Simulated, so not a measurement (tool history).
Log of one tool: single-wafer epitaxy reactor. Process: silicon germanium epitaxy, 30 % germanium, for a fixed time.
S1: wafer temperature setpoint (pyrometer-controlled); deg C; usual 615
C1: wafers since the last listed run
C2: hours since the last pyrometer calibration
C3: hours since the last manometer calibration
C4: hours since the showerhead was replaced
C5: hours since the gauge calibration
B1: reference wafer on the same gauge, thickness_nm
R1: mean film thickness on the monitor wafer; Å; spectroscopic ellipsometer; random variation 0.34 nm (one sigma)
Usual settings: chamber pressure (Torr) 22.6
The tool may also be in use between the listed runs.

Run 1, hour 0.0: usual settings; C1 0; C2 1704.8; C3 1108.4; C4 4556.4; C5 266.0; B1 66.746. Result: R1 808.96 Å.
Run 2, hour 33.0: usual settings; C1 410; C2 1737.8; C3 1141.4; C4 4589.4; C5 299.0; B1 66.752. Result: R1 809.62 Å.
Run 3, hour 46.0: usual settings; C1 161; C2 1750.8; C3 1154.4; C4 4602.4; C5 312.0; B1 66.802. Result: R1 802.80 Å.
Run 4, hour 76.0: usual settings; C1 373; C2 1780.8; C3 1184.4; C4 4632.4; C5 342.0; B1 66.694. Result: R1 803.48 Å.
Run 5, hour 107.9: usual settings but S1 609 deg C; C1 396; C2 1812.7; C3 1216.3; C4 4664.3; C5 373.9; B1 66.710. Result: R1 741.74 Å.
Run 6, hour 142.8: usual settings; C1 434; C2 1847.6; C3 1251.2; C4 4699.2; C5 408.8; B1 66.688. Result: R1 807.99 Å.
Run 7, hour 165.1: usual settings; C1 277; C2 1869.9; C3 1273.5; C4 4721.5; C5 431.1; B1 66.666. Result: R1 808.90 Å.
Run 8, hour 184.6: usual settings; C1 242; C2 1889.4; C3 1293.0; C4 4741.0; C5 450.6; B1 66.741. Result: R1 801.55 Å.
Run 9, hour 197.7: usual settings; C1 162; C2 1902.5; C3 1306.1; C4 4754.1; C5 463.7; B1 66.699. Result: R1 814.09 Å.
Run 10, hour 230.5: usual settings; C1 408; C2 1935.3; C3 1338.9; C4 4786.9; C5 496.5; B1 66.654. Result: R1 805.05 Å.
Run 11, hour 253.7: usual settings; C1 288; C2 1958.5; C3 1362.1; C4 4810.1; C5 519.7; B1 66.712. Result: R1 814.20 Å.
Run 12, hour 288.4: usual settings but S1 619 deg C; C1 431; C2 1993.2; C3 1396.8; C4 4844.8; C5 554.4; B1 66.598. Result: R1 852.24 Å.
Run 13, hour 306.9: usual settings but S1 619 deg C; C1 230; C2 2011.7; C3 1415.3; C4 4863.3; C5 572.9; B1 66.730. Result: R1 861.44 Å.
Run 14, hour 337.6: usual settings but S1 619 deg C; C1 381; C2 2042.4; C3 1446.0; C4 4894.0; C5 603.6; B1 66.667. Result: R1 859.00 Å.
Run 15, hour 353.2: usual settings; C1 194; C2 2058.0; C3 1461.6; C4 4909.6; C5 619.2; B1 66.697. Result: R1 816.05 Å.
Run 16, hour 377.9: usual settings but chamber pressure (Torr) 20.6; C1 307; C2 2082.7; C3 1486.3; C4 4934.3; C5 643.9; B1 66.768. Result: R1 786.11 Å.
Run 17, hour 392.8: usual settings; C1 185; C2 2097.6; C3 1501.2; C4 4949.2; C5 658.8; B1 66.736. Result: R1 809.55 Å.
At hour 407.5: pyrometer calibrated.
At hour 440.1: capacitance manometer re-zeroed and calibrated.
At hour 451.0: showerhead replaced.
Run 18, hour 462.4: usual settings but S1 623 deg C; C1 567; C2 54.9; C3 22.3; C4 11.4; C5 728.4; B1 66.713. Result: R1 805.21 Å.
Run 19, hour 479.9: usual settings; C1 217; C2 72.4; C3 39.8; C4 28.9; C5 745.9; B1 66.734. Result: R1 714.44 Å.
Run 20, hour 512.7: usual settings but S1 605 deg C, chamber pressure (Torr) 18.4; C1 408; C2 105.2; C3 72.6; C4 61.7; C5 778.7; B1 66.719. Result: R1 572.65 Å.
At hour 530.4: gauge calibrated.
Run 21, hour 534.5: usual settings but S1 619 deg C, chamber pressure (Torr) 27.9; C1 271; C2 127.0; C3 94.4; C4 83.5; C5 4.1; B1 66.745. Result: R1 810.47 Å.
Run 22, hour 552.6: usual settings but chamber pressure (Torr) 17.4; C1 225; C2 145.1; C3 112.5; C4 101.6; C5 22.2; B1 66.730. Result: R1 661.98 Å.
At hour 585.1: pyrometer calibrated, repeated, since the last time left the tool worse.
Run 23, hour 588.3: usual settings but S1 623 deg C, chamber pressure (Torr) 20.1; C1 344; C2 3.2; C3 148.2; C4 137.3; C5 57.9; B1 66.754. Result: R1 847.28 Å.
Run 24, hour 601.1: usual settings but S1 619 deg C, chamber pressure (Torr) 28.0; C1 159; C2 16.0; C3 161.0; C4 150.1; C5 70.7; B1 66.656. Result: R1 884.62 Å.
Run 25, hour 621.3: usual settings but S1 607 deg C, chamber pressure (Torr) 20.8; C1 251; C2 36.2; C3 181.2; C4 170.3; C5 90.9; B1 66.697. Result: R1 665.77 Å.
Run 26, hour 650.7: usual settings but S1 604 deg C; C1 365; C2 65.6; C3 210.6; C4 199.7; C5 120.3; B1 66.683. Result: R1 649.12 Å.
Run 27, hour 674.4: usual settings but S1 605 deg C, chamber pressure (Torr) 17.9; C1 294; C2 89.3; C3 234.3; C4 223.4; C5 144.0; B1 66.692. Result: R1 623.43 Å.
Run 28, hour 710.2: usual settings but S1 629 deg C, chamber pressure (Torr) 28.2; C1 445; C2 125.1; C3 270.1; C4 259.2; C5 179.8; B1 66.652. Result: R1 1031.40 Å.
Run 29, hour 731.8: usual settings but S1 606 deg C, chamber pressure (Torr) 19.3; C1 268; C2 146.7; C3 291.7; C4 280.8; C5 201.4; B1 66.665. Result: R1 646.80 Å.
Run 30, hour 760.5: usual settings but S1 623 deg C, chamber pressure (Torr) 28.0; C1 357; C2 175.4; C3 320.4; C4 309.5; C5 230.1; B1 66.659. Result: R1 930.13 Å.
Run 31, hour 775.9: usual settings but S1 607 deg C, chamber pressure (Torr) 17.7; C1 191; C2 190.8; C3 335.8; C4 324.9; C5 245.5; B1 66.702. Result: R1 638.21 Å.
Run 32, hour 792.2: usual settings but S1 605 deg C; C1 202; C2 207.1; C3 352.1; C4 341.2; C5 261.8; B1 66.682. Result: R1 668.40 Å.
Run 33, hour 820.1: usual settings; C1 347; C2 235.0; C3 380.0; C4 369.1; C5 289.7; B1 66.673. Result: R1 772.33 Å.
Run 34, hour 846.2: usual settings; C1 324; C2 261.1; C3 406.1; C4 395.2; C5 315.8; B1 66.659. Result: R1 771.81 Å.

Forecast each of these 5 alternatives for the next run:
Run A, hour 846.6: usual settings; C1 4; C2 261.5; C3 406.5; C4 395.6; C5 316.2; B1 ?. Result: R1 ?.
Run B, hour 846.6: usual settings but S1 622 deg C, chamber pressure (Torr) 20.3; C1 4; C2 261.5; C3 406.5; C4 395.6; C5 316.2; B1 ?. Result: R1 ?.
Run C, hour 846.6: usual settings but chamber pressure (Torr) 24.7; C1 4; C2 261.5; C3 406.5; C4 395.6; C5 316.2; B1 ?. Result: R1 ?.
Run D, hour 846.6: usual settings but chamber pressure (Torr) 25.4; C1 4; C2 261.5; C3 406.5; C4 395.6; C5 316.2; B1 ?. Result: R1 ?.
Run E, hour 846.6: usual settings but chamber pressure (Torr) 18.6; C1 4; C2 261.5; C3 406.5; C4 395.6; C5 316.2; B1 ?. Result: R1 ?.

run      B1      R1
  A  66.673  777.93
  B  66.673  840.07
  C  66.673  798.77
  D  66.673  805.54
  E  66.673  735.74
Without the tool's hidden state the same runs would have given:
run      R1
  A  775.13
  B  837.09
  C  795.90
  D  802.64
  E  733.09
